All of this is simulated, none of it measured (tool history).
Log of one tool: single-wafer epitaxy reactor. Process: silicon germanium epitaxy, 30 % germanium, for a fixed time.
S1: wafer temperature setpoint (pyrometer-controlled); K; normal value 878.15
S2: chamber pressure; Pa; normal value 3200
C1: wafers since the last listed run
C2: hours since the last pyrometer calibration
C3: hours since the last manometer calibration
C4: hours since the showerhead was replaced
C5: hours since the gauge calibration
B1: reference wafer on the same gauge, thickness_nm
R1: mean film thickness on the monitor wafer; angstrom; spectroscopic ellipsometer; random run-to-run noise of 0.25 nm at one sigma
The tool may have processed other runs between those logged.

{"run": 1, "hour": 0.0, "S1": 878.15, "S2": 3200, "C1": 0, "C2": 2168.6, "C3": 2327.1, "C4": 6384.4, "C5": 519.2, "B1": 56.343, "R1": 661.25}
{"run": 2, "hour": 50.9, "S1": 878.15, "S2": 3200, "C1": 509, "C2": 2219.5, "C3": 2378.0, "C4": 6435.3, "C5": 570.1, "B1": 56.397, "R1": 660.99}
{"run": 3, "hour": 90.7, "S1": 878.15, "S2": 3466, "C1": 398, "C2": 2259.3, "C3": 2417.8, "C4": 6475.1, "C5": 609.9, "B1": 56.346, "R1": 686.55}
{"run": 4, "hour": 134.4, "S1": 878.15, "S2": 3466, "C1": 437, "C2": 2303.0, "C3": 2461.5, "C4": 6518.8, "C5": 653.6, "B1": 56.412, "R1": 682.4}
{"run": 5, "hour": 198.7, "S1": 869.15, "S2": 3200, "C1": 643, "C2": 2367.3, "C3": 2525.8, "C4": 6583.1, "C5": 717.9, "B1": 56.414, "R1": 560.38}
{"run": 6, "hour": 263.8, "S1": 869.15, "S2": 3200, "C1": 651, "C2": 2432.4, "C3": 2590.9, "C4": 6648.2, "C5": 783.0, "B1": 56.372, "R1": 556.9}
{"run": 7, "hour": 288.0, "S1": 869.15, "S2": 3200, "C1": 242, "C2": 2456.6, "C3": 2615.1, "C4": 6672.4, "C5": 807.2, "B1": 56.421, "R1": 553.81}
{"run": 8, "hour": 315.4, "S1": 870.15, "S2": 2746, "C1": 274, "C2": 2484.0, "C3": 2642.5, "C4": 6699.8, "C5": 834.6, "B1": 56.376, "R1": 526.36}
{"run": 9, "hour": 377.6, "S1": 870.15, "S2": 2746, "C1": 622, "C2": 2546.2, "C3": 2704.7, "C4": 6762.0, "C5": 896.8, "B1": 56.39, "R1": 528.78}
{"hour": 379.4, "done": "gauge calibrated"}
{"run": 10, "hour": 434.4, "S1": 870.15, "S2": 2746, "C1": 568, "C2": 2603.0, "C3": 2761.5, "C4": 6818.8, "C5": 55.0, "B1": 56.373, "R1": 527.89}
{"run": 11, "hour": 495.7, "S1": 874.15, "S2": 3973, "C1": 613, "C2": 2664.3, "C3": 2822.8, "C4": 6880.1, "C5": 116.3, "B1": 56.403, "R1": 674.3}
{"run": 12, "hour": 522.4, "S1": 891.15, "S2": 3840, "C1": 267, "C2": 2691.0, "C3": 2849.5, "C4": 6906.8, "C5": 143.0, "B1": 56.476, "R1": 910.67}
{"run": 13, "hour": 564.9, "S1": 892.15, "S2": 3200, "C1": 425, "C2": 2733.5, "C3": 2892.0, "C4": 6949.3, "C5": 185.5, "B1": 56.374, "R1": 848.72}
{"run": 14, "hour": 594.7, "S1": 865.15, "S2": 2640, "C1": 298, "C2": 2763.3, "C3": 2921.8, "C4": 6979.1, "C5": 215.3, "B1": 56.364, "R1": 465.76}
{"hour": 621.9, "done": "pyrometer calibrated"}
{"run": 15, "hour": 625.7, "S1": 878.15, "S2": 3200, "C1": 230, "C2": 3.8, "C3": 2952.8, "C4": 7010.1, "C5": 246.3, "B1": 56.45, "R1": 657.0}
{"hour": 691.0, "done": "showerhead replaced"}
{"run": 16, "hour": 691.5, "S1": 890.15, "S2": 3200, "C1": 578, "C2": 69.6, "C3": 3018.6, "C4": 0.5, "C5": 312.1, "B1": 56.381, "R1": 816.18}
{"hour": 714.2, "done": "capacitance manometer re-zeroed and calibrated"}
{"run": 17, "hour": 717.4, "S1": 870.15, "S2": 2746, "C1": 179, "C2": 95.5, "C3": 3.2, "C4": 26.4, "C5": 338.0, "B1": 56.367, "R1": 541.84}
{"run": 18, "hour": 764.8, "S1": 887.15, "S2": 2973, "C1": 474, "C2": 142.9, "C3": 50.6, "C4": 73.8, "C5": 385.4, "B1": 56.392, "R1": 778.31}
{"run": 19, "hour": 820.1, "S1": 878.15, "S2": 3840, "C1": 553, "C2": 198.2, "C3": 105.9, "C4": 129.1, "C5": 440.7, "B1": 56.429, "R1": 740.36}
{"run": 20, "hour": 878.5, "S1": 886.15, "S2": 3200, "C1": 584, "C2": 256.6, "C3": 164.3, "C4": 187.5, "C5": 499.1, "B1": 56.469, "R1": 792.37}
{"run": 21, "hour": 924.5, "S1": 878.15, "S2": 3200, "C1": 460, "C2": 302.6, "C3": 210.3, "C4": 233.5, "C5": 545.1, "B1": 56.436, "R1": 678.36}

4 ways to go on from here, each from the tool as it stands after run 21. What would each give?
{"run": "A", "hour": 924.9, "S1": 884.15, "S2": 3200, "C1": 4, "C2": 303.0, "C3": 210.7, "C4": 233.9, "C5": 545.5, "B1": "?", "R1": "?"}
{"run": "B", "hour": 924.9, "S1": 878.15, "S2": 2600, "C1": 4, "C2": 303.0, "C3": 210.7, "C4": 233.9, "C5": 545.5, "B1": "?", "R1": "?"}
{"run": "C", "hour": 924.9, "S1": 866.15, "S2": 3920, "C1": 4, "C2": 303.0, "C3": 210.7, "C4": 233.9, "C5": 545.5, "B1": "?", "R1": "?"}
{"run": "D", "hour": 924.9, "S1": 868.15, "S2": 2693, "C1": 4, "C2": 303.0, "C3": 210.7, "C4": 233.9, "C5": 545.5, "B1": "?", "R1": "?"}

run=A B1=56.433 R1=757.71
run=B B1=56.433 R1=613.21
run=C B1=56.433 R1=594.80
run=D B1=56.433 R1=517.05
With the hidden condition removed and each run's random variation left untouched, the same runs would have given:
run=A R1=771.73
run=B R1=624.56
run=C R1=605.81
run=D R1=526.61
